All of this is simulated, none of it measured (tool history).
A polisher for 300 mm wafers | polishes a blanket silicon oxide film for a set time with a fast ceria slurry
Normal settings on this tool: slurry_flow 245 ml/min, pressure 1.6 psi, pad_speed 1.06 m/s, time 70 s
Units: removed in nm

run	day	slurry_flow	pressure	pad_speed	time	incoming thickness of the incoming film, nm	removed
1	0	245	1.6	1.06	70	3072.3	554.5
2	1.183	245	1.6	1.06	70	3069	553.8
3	2.292	245	1.6	1.06	70	3102.4	546.2
# day 3.233: worn pad replaced by a new one
# day 3.233: slurry nozzle cleaned
4	3.625	245	1.6	1.06	70	3015.3	568.3
5	5.712	245	1.6	1.06	70	3098.6	555.9
6	7.012	245	1.6	1.06	70	3025.4	556.2
7	8.354	245	1.6	1.06	70	3027.5	549.5
# day 9.104: worn pad replaced by a new one
8	9.283	245	1.3	1.06	70	3062.9	491.7
9	10.562	245	1.3	1.06	70	3096.4	481
10	11.104	210	1.1	1.06	70	3067	415.9
11	11.988	210	1.1	1.06	70	3112.5	423.6
# day 12.854: slurry nozzle cleaned
12	12.875	245	1.6	1.06	70	3083.9	550.9
13	13.721	245	1.6	1.06	70	3008.4	548.1
14	14.654	245	1.6	1.06	70	3083.1	555.1
15	15.696	245	1.6	1.06	70	3062.1	544.7
# day 16.571: worn pad replaced by a new one
16	17.112	245	1.6	1.06	70	3092.7	569
17	17.9	245	2	1.06	70	3105.1	668.6
18	19.133	285	1.6	0.82	47	3083.8	300.6
19	20.55	245	1.6	1.06	70	3119.9	557.2
# day 20.958: head pressure recalibrated
20	21.708	245	1.6	1.06	86	3097.8	675
# day 22.346: worn pad replaced by a new one
# day 22.538: slurry nozzle cleaned
21	22.588	245	1.6	1.06	70	3013.4	577.8
22	23.138	180	1.6	1.06	79	3107.5	616.7
23	24.046	245	1.6	1.06	70	3117.1	555.4
24	25.442	285	1.6	1.06	70	3033.6	562.9
25	26.158	245	1.6	1.06	70	3042.6	547.8
26	27.638	245	1.9	1.06	70	3111.2	630.2
27	28.708	310	1.2	0.88	59	3110.8	328.3
# day 29.029: worn pad replaced by a new one
28	29.208	300	1.6	1.06	70	3062.5	581.2
29	29.821	245	1.1	1.26	70	3097.5	511
30	30.438	245	1.4	1.24	70	3048.5	592.6
31	31.042	245	1.6	1.42	56	3033.9	590.3
32	31.904	245	1.6	1.06	70	3070.1	563.5

Run 33 comes next. What will it give?
# day 32.296: slurry nozzle cleaned
33	33.021	165	1.6	0.84	52	3086.2	?

Run 33 produced removed 319.1 nm.
Minus the tool's unlogged condition, the same run would have read removed 331.1 nm.
